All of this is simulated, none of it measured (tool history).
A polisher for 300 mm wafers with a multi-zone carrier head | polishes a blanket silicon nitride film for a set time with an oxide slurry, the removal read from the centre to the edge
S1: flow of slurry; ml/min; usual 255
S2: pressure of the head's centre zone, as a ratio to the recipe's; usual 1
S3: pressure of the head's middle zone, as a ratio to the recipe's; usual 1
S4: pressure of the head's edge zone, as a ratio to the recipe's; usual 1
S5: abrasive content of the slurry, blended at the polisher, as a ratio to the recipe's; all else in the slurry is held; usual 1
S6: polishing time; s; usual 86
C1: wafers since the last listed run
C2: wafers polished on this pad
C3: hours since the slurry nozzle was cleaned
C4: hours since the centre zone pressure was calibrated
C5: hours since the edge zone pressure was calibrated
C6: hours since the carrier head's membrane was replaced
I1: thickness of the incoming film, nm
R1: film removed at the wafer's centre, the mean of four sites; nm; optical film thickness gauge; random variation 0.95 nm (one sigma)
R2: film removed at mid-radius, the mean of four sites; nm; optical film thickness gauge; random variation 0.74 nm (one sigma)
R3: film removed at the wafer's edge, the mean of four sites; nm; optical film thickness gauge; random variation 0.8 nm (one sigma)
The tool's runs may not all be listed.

{"run": 1, "day": 0.0, "S1": 255, "S2": 1, "S3": 1, "S4": 1, "S5": 1, "S6": 86, "C1": 0, "C2": 1092, "C3": 438.8, "C4": 503.7, "C5": 846.3, "C6": 654.9, "I1": 611.3, "R1": 64.9, "R2": 62.7, "R3": 63.5}
{"day": 3.067, "done": "carrier head's membrane replaced by a new one"}
{"run": 2, "day": 3.217, "S1": 255, "S2": 1, "S3": 1, "S4": 1, "S5": 1, "S6": 86, "C1": 410, "C2": 1502, "C3": 516, "C4": 580.9, "C5": 923.5, "C6": 3.6, "I1": 603.8, "R1": 58.5, "R2": 60.3, "R3": 59.6}
{"run": 3, "day": 5.946, "S1": 255, "S2": 1, "S3": 1, "S4": 1, "S5": 1, "S6": 86, "C1": 372, "C2": 1874, "C3": 581.5, "C4": 646.4, "C5": 989, "C6": 69.1, "I1": 604.2, "R1": 57.3, "R2": 58.3, "R3": 56.7}
{"day": 7.104, "done": "worn pad replaced by a new one"}
{"run": 4, "day": 9.183, "S1": 255, "S2": 1, "S3": 1, "S4": 1, "S5": 1, "S6": 86, "C1": 418, "C2": 283, "C3": 659.2, "C4": 724.1, "C5": 1066.7, "C6": 146.8, "I1": 612.9, "R1": 65.7, "R2": 66.5, "R3": 66}
{"run": 5, "day": 10.883, "S1": 255, "S2": 1, "S3": 1, "S4": 1, "S5": 1, "S6": 86, "C1": 231, "C2": 515, "C3": 700, "C4": 764.9, "C5": 1107.5, "C6": 187.6, "I1": 605, "R1": 64.5, "R2": 66.7, "R3": 65.5}
{"run": 6, "day": 13.538, "S1": 255, "S2": 1, "S3": 1, "S4": 1, "S5": 1, "S6": 86, "C1": 361, "C2": 877, "C3": 763.7, "C4": 828.6, "C5": 1171.2, "C6": 251.3, "I1": 606, "R1": 63.9, "R2": 64.3, "R3": 63.4}
{"run": 7, "day": 15.571, "S1": 255, "S2": 1, "S3": 1, "S4": 1, "S5": 1, "S6": 86, "C1": 277, "C2": 1154, "C3": 812.5, "C4": 877.4, "C5": 1220, "C6": 300.1, "I1": 608.1, "R1": 62, "R2": 62.2, "R3": 61.4}
{"day": 17.838, "done": "edge zone pressure recalibrated"}
{"day": 18.404, "done": "slurry nozzle cleaned"}
{"run": 8, "day": 18.5, "S1": 255, "S2": 1, "S3": 1, "S4": 1, "S5": 1, "S6": 86, "C1": 382, "C2": 1536, "C3": 2.3, "C4": 947.7, "C5": 15.9, "C6": 370.4, "I1": 620.4, "R1": 59.1, "R2": 60.4, "R3": 60.4}
{"run": 9, "day": 20.875, "S1": 255, "S2": 1, "S3": 1, "S4": 1, "S5": 1, "S6": 86, "C1": 323, "C2": 1860, "C3": 59.3, "C4": 1004.7, "C5": 72.9, "C6": 427.4, "I1": 609.1, "R1": 57.5, "R2": 57, "R3": 57.4}
{"day": 22.675, "done": "worn pad replaced by a new one"}
{"day": 27.796, "done": "centre zone pressure recalibrated"}
{"run": 10, "day": 31.825, "S1": 255, "S2": 1, "S3": 1, "S4": 1, "S5": 1, "S6": 86, "C1": 1458, "C2": 1236, "C3": 322.1, "C4": 96.7, "C5": 335.7, "C6": 690.2, "I1": 608.2, "R1": 63, "R2": 62.9, "R3": 61.3}
{"day": 33.458, "done": "carrier head's membrane replaced by a new one"}
{"run": 11, "day": 34.404, "S1": 255, "S2": 1, "S3": 1, "S4": 1, "S5": 1, "S6": 86, "C1": 323, "C2": 1559, "C3": 384, "C4": 158.6, "C5": 397.6, "C6": 22.7, "I1": 620.4, "R1": 59.8, "R2": 60.1, "R3": 61.2}
{"run": 12, "day": 37.329, "S1": 255, "S2": 1.12, "S3": 1, "S4": 1, "S5": 1, "S6": 86, "C1": 398, "C2": 1958, "C3": 454.2, "C4": 228.8, "C5": 467.8, "C6": 92.9, "I1": 610.4, "R1": 62.7, "R2": 55.6, "R3": 57.1}
{"day": 37.533, "done": "worn pad replaced by a new one"}
{"run": 13, "day": 39.712, "S1": 255, "S2": 1, "S3": 1, "S4": 1, "S5": 1, "S6": 86, "C1": 302, "C2": 296, "C3": 511.4, "C4": 286, "C5": 525, "C6": 150.1, "I1": 615.2, "R1": 63.3, "R2": 64.5, "R3": 64.9}
{"run": 14, "day": 43.962, "S1": 335, "S2": 1, "S3": 0.91, "S4": 1, "S5": 1, "S6": 94, "C1": 579, "C2": 876, "C3": 613.4, "C4": 388, "C5": 627, "C6": 252.1, "I1": 607.4, "R1": 71.8, "R2": 69.5, "R3": 71.3}
{"day": 46.421, "done": "slurry nozzle cleaned"}
{"run": 15, "day": 46.508, "S1": 255, "S2": 1, "S3": 0.96, "S4": 1, "S5": 1, "S6": 86, "C1": 341, "C2": 1217, "C3": 2.1, "C4": 449.1, "C5": 688.1, "C6": 313.2, "I1": 615.2, "R1": 62.7, "R2": 61.8, "R3": 61.1}
{"run": 16, "day": 48.162, "S1": 255, "S2": 1, "S3": 1, "S4": 1, "S5": 1, "S6": 86, "C1": 225, "C2": 1443, "C3": 41.8, "C4": 488.8, "C5": 727.8, "C6": 352.9, "I1": 607.1, "R1": 60.7, "R2": 61, "R3": 61.3}
{"day": 50.638, "done": "worn pad replaced by a new one"}
{"run": 17, "day": 51.638, "S1": 255, "S2": 1, "S3": 1, "S4": 0.97, "S5": 0.9, "S6": 99, "C1": 450, "C2": 136, "C3": 125.2, "C4": 572.2, "C5": 811.2, "C6": 436.3, "I1": 612.5, "R1": 72.3, "R2": 70.3, "R3": 71.3}
{"run": 18, "day": 55.433, "S1": 255, "S2": 1, "S3": 1, "S4": 1, "S5": 1, "S6": 86, "C1": 517, "C2": 653, "C3": 216.3, "C4": 663.3, "C5": 902.3, "C6": 527.4, "I1": 605.6, "R1": 63.6, "R2": 63.1, "R3": 64}
{"run": 19, "day": 58.038, "S1": 255, "S2": 1, "S3": 1, "S4": 0.93, "S5": 1, "S6": 94, "C1": 354, "C2": 1008, "C3": 278.8, "C4": 725.8, "C5": 964.8, "C6": 589.9, "I1": 607.7, "R1": 67.1, "R2": 66.7, "R3": 65.4}
{"day": 59.879, "done": "carrier head's membrane replaced by a new one"}
{"run": 20, "day": 60.192, "S1": 255, "S2": 1, "S3": 1, "S4": 0.91, "S5": 1.2, "S6": 61, "C1": 265, "C2": 1273, "C3": 330.5, "C4": 777.5, "C5": 1016.5, "C6": 7.5, "I1": 613.9, "R1": 45.3, "R2": 44.5, "R3": 43.3}
{"run": 21, "day": 62.129, "S1": 255, "S2": 1, "S3": 1.04, "S4": 0.91, "S5": 1.15, "S6": 66, "C1": 264, "C2": 1538, "C3": 377, "C4": 824, "C5": 1063, "C6": 54, "I1": 608, "R1": 46.2, "R2": 46.8, "R3": 45}
{"run": 22, "day": 66.017, "S1": 330, "S2": 1, "S3": 1, "S4": 1, "S5": 1.15, "S6": 86, "C1": 529, "C2": 2067, "C3": 470.3, "C4": 917.3, "C5": 1156.3, "C6": 147.3, "I1": 604.4, "R1": 57.3, "R2": 57, "R3": 57}

Hidden state or all else? Some run-to-run changes of R1, split into what the settings, what came in and random variation would give without the hidden state, and what is left for the hidden state (with any gauge scatter that isn't in both results):
The hidden state here: removal rate lost through wear of the pad, %; slurry flow missing at the pad, %; deviation of the centre zone's pressure from its setpoint, %; deviation of the edge zone's pressure from its setpoint, %.
Run 3 -> 4: worn pad replaced by a new one. R1 +8.4 nm: hidden state +7.7, all else +0.7.
Run 12 -> 13: S2 1.12 -> 1, worn pad replaced by a new one. R1 +0.6 nm: hidden state +9.7, all else -9.1.
Run 16 -> 17: S4 1 -> 0.97, S5 1 -> 0.9, S6 86 -> 99, worn pad replaced by a new one. R1 +11.6 nm: hidden state +2.8, all else +8.8.
Run 19 -> 20: S4 0.93 -> 0.91, S5 1 -> 1.2, S6 94 -> 61, carrier head's membrane replaced by a new one. R1 -21.8 nm: hidden state +0.3, all else -22.1.
